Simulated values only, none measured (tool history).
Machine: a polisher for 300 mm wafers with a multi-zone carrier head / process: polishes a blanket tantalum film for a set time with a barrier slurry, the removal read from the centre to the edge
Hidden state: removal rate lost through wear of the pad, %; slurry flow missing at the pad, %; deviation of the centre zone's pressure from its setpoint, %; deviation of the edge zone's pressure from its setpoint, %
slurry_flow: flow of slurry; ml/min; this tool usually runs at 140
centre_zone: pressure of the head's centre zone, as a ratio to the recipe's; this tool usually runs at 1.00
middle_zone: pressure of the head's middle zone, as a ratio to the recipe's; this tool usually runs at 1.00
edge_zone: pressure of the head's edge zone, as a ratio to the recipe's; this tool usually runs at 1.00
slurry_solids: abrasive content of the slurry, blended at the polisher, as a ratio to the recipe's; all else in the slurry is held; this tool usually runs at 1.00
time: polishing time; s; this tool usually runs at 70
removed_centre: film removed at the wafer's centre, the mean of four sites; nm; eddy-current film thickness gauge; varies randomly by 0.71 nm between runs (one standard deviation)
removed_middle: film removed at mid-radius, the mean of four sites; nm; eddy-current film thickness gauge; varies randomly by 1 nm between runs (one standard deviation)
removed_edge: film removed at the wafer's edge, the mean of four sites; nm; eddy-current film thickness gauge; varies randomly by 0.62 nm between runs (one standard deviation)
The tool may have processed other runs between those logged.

run	hour	slurry_flow	centre_zone	middle_zone	edge_zone	slurry_solids	time	wafers since the last listed run	wafers polished on this pad	hours since the slurry nozzle was cleaned	hours since the centre zone pressure was calibrated	hours since the edge zone pressure was calibrated	hours since the carrier head's membrane was replaced	incoming thickness of the incoming film, nm	removed_centre	removed_middle	removed_edge
1	0.0	140	1.00	1.00	1.00	1.00	70	0	558	340.3	167.6	513.6	1134.7	209.8	77.9	76.6	75.6
2	86.0	140	1.00	1.00	1.00	1.00	70	678	1236	426.3	253.6	599.6	1220.7	208.2	81.2	74.0	76.6
3	136.9	140	1.00	1.00	1.00	1.00	70	401	1637	477.2	304.5	650.5	1271.6	207.4	82.4	75.1	75.5
# hour 151.4: worn pad replaced by a new one
4	204.6	140	1.00	1.00	1.00	1.00	70	502	419	544.9	372.2	718.2	1339.3	211.7	82.0	73.6	75.4
# hour 250.9: edge zone pressure recalibrated
5	292.3	140	1.00	1.00	1.00	1.00	70	675	1095	632.6	459.9	41.4	1427.0	211.0	82.1	74.9	74.3
6	389.6	140	1.00	1.03	1.00	1.00	70	767	1862	729.9	557.2	138.7	1524.3	205.9	82.4	75.8	75.6
# hour 405.3: worn pad replaced by a new one
# hour 443.9: carrier head's membrane replaced by a new one
7	499.8	140	1.00	1.03	1.00	1.00	70	797	705	840.1	667.4	248.9	55.9	209.2	82.7	76.5	75.6
# hour 525.0: slurry nozzle cleaned
# hour 590.0: centre zone pressure recalibrated
# hour 606.8: worn pad replaced by a new one
8	607.2	140	1.00	1.03	1.00	1.00	70	791	2	82.2	17.2	356.3	163.3	212.0	73.3	77.0	75.4
9	649.7	140	1.00	1.00	1.00	1.00	63	335	338	124.7	59.7	398.8	205.8	208.2	68.3	67.8	67.1
10	693.0	120	1.00	1.00	1.00	1.00	70	341	679	168.0	103.0	442.1	249.1	209.6	74.4	71.8	74.2
11	738.6	140	1.00	1.00	0.90	1.00	70	359	1039	213.6	148.6	487.7	294.7	210.1	78.9	74.5	72.3
# hour 816.5: worn pad replaced by a new one
12	843.9	140	1.00	1.00	1.00	1.00	70	798	216	318.9	253.9	593.0	400.0	210.5	79.8	75.0	75.2
# hour 852.7: edge zone pressure recalibrated
13	894.2	140	1.00	1.00	1.00	1.00	70	380	597	369.2	304.2	41.5	450.3	208.2	82.2	75.4	76.3
14	980.2	185	1.10	1.00	1.00	1.00	70	678	1275	455.2	390.2	127.5	536.3	209.2	94.7	79.0	77.7
# hour 1069.7: worn pad replaced by a new one
15	1070.2	125	1.00	1.00	1.00	1.00	89	678	3	545.2	480.2	217.5	626.3	208.1	100.4	92.5	95.2
16	1130.9	140	1.00	0.95	1.00	1.20	70	478	482	605.9	540.9	278.2	687.0	212.1	87.7	77.3	80.9

Hidden state, per run?
removal rate lost through wear of the pad, %: 0, the same for each run
slurry flow missing at the pad, %: 0, the same for each run
deviation of the edge zone's pressure from its setpoint, %: 0, the same for each run
H1: deviation of the centre zone's pressure from its setpoint, %
run	H1
1	6.64
2	8.41
3	9.22
4	10.1
5	10.9
6	11.6
7	12.1
8	1
9	2.67
10	4.12
11	5.41
12	7.66
13	8.46
14	9.52
15	10.3
16	10.7
